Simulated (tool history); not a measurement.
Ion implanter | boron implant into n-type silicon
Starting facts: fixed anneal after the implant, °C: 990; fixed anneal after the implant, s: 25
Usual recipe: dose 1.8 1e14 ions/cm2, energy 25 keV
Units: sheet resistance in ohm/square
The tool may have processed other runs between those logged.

| run | hour | dose | energy | wafers since the last listed run | hours since the last dose calibration | hours since the extraction supply was calibrated | hours since the gauge calibration | read-back reference wafer on the same gauge, sheet resistance | sheet resistance |
|---|---|---|---|---|---|---|---|---|---|
| 1 | 0 | 1.8 | 25 | 0 | 474.1 | 1597.5 | 1154.1 | 478.74 | 428.04 |
| 2 | 62.4 | 1.8 | 25 | 1260 | 536.5 | 1659.9 | 1216.5 | 479.39 | 426.89 |
|  | 81 | Faraday cup replaced and dose calibrated |
| 3 | 115.6 | 1.8 | 25 | 913 | 34.6 | 1713.1 | 1269.7 | 478.99 | 440.59 |
| 4 | 164.6 | 1.8 | 25 | 990 | 83.6 | 1762.1 | 1318.7 | 479.1 | 438 |
| 5 | 192.7 | 1.8 | 25 | 567 | 111.7 | 1790.2 | 1346.8 | 478.71 | 437.98 |
| 6 | 258.4 | 1.8 | 25 | 1327 | 177.4 | 1855.9 | 1412.5 | 478.87 | 437.31 |
| 7 | 285 | 1.8 | 25 | 537 | 204 | 1882.5 | 1439.1 | 479.4 | 434.09 |
| 8 | 317.8 | 1.8 | 25 | 662 | 236.8 | 1915.3 | 1471.9 | 478.81 | 435.53 |
| 9 | 375 | 1.49 | 22 | 1155 | 294 | 1972.5 | 1529.1 | 478.96 | 510.95 |
| 10 | 413.1 | 1.49 | 22 | 769 | 332.1 | 2010.6 | 1567.2 | 479.24 | 509.78 |
|  | 414.6 | gauge calibrated |
| 11 | 503.3 | 1.49 | 22 | 1822 | 422.3 | 2100.8 | 88.7 | 478.84 | 505.17 |
|  | 522.1 | extraction supply calibrated |
| 12 | 534 | 2 | 25 | 458 | 453 | 11.9 | 119.4 | 479.03 | 394.2 |
| 13 | 602.2 | 1.56 | 27.5 | 1378 | 521.2 | 80.1 | 187.6 | 478.53 | 468.56 |
|  | 632.6 | Faraday cup replaced and dose calibrated |
| 14 | 670.1 | 1.8 | 25 | 1210 | 37.5 | 148 | 255.5 | 479.18 | 437.99 |
| 15 | 733.1 | 1.8 | 25 | 1273 | 100.5 | 211 | 318.5 | 478.63 | 438.52 |
| 16 | 775 | 1.8 | 33.5 | 846 | 142.4 | 252.9 | 360.4 | 479.1 | 422.31 |
| 17 | 808.1 | 1.8 | 25 | 668 | 175.5 | 286 | 393.5 | 478.8 | 438.1 |
| 18 | 835.8 | 2.12 | 32 | 559 | 203.2 | 313.7 | 421.2 | 478.91 | 373.65 |
| 19 | 863.6 | 1.8 | 25 | 561 | 231 | 341.5 | 449 | 478.61 | 437.22 |
| 20 | 898.8 | 1.8 | 21 | 711 | 266.2 | 376.7 | 484.2 | 478.86 | 449.13 |
| 21 | 932.2 | 2.02 | 28.5 | 674 | 299.6 | 410.1 | 517.6 | 479.18 | 389.23 |
| 22 | 997.2 | 1.52 | 19 | 1313 | 364.6 | 475.1 | 582.6 | 479.34 | 503.27 |
| 23 | 1027.6 | 1.95 | 21 | 614 | 395 | 505.5 | 613 | 479.12 | 414.05 |
| 24 | 1080 | 1.61 | 18.5 | 1058 | 447.4 | 557.9 | 665.4 | 479.5 | 487.5 |
| 25 | 1145.1 | 1.8 | 25 | 1315 | 512.5 | 623 | 730.5 | 479.56 | 427.32 |
|  | 1199 | Faraday cup replaced and dose calibrated |
| 26 | 1203.2 | 1.41 | 30 | 1012 | 4.2 | 681.1 | 788.6 | 478.87 | 517.37 |
| 27 | 1261.5 | 2.13 | 33 | 1178 | 62.5 | 739.4 | 846.9 | 479.36 | 372.89 |
| 28 | 1287.5 | 1.49 | 22 | 525 | 88.5 | 765.4 | 872.9 | 479.47 | 518.51 |
| 29 | 1325.9 | 2.06 | 25 | 775 | 126.9 | 803.8 | 911.3 | 478.68 | 393.07 |
| 30 | 1350.9 | 1.37 | 28 | 505 | 151.9 | 828.8 | 936.3 | 478.73 | 523.83 |
| 31 | 1376.9 | 2.03 | 29 | 525 | 177.9 | 854.8 | 962.3 | 479.06 | 384.98 |

The tool's hidden state at each run:
deviation of the true energy from its setpoint, %: 0 in every run
gauge reads high (%): 0 in every run
H1: deviation of the true dose from the Faraday cup's reading, %
| run | H1 |
|---|---|
| 1 | 4.28 |
| 2 | 4.9 |
| 3 | 0.278 |
| 4 | 0.764 |
| 5 | 1.04 |
| 6 | 1.69 |
| 7 | 1.96 |
| 8 | 2.28 |
| 9 | 2.85 |
| 10 | 3.23 |
| 11 | 4.12 |
| 12 | 4.43 |
| 13 | 5.1 |
| 14 | 0.276 |
| 15 | 0.9 |
| 16 | 1.32 |
| 17 | 1.64 |
| 18 | 1.92 |
| 19 | 2.19 |
| 20 | 2.54 |
| 21 | 2.87 |
| 22 | 3.52 |
| 23 | 3.82 |
| 24 | 4.34 |
| 25 | 4.99 |
| 26 | 0.349 |
| 27 | 0.927 |
| 28 | 1.18 |
| 29 | 1.57 |
| 30 | 1.81 |
| 31 | 2.07 |

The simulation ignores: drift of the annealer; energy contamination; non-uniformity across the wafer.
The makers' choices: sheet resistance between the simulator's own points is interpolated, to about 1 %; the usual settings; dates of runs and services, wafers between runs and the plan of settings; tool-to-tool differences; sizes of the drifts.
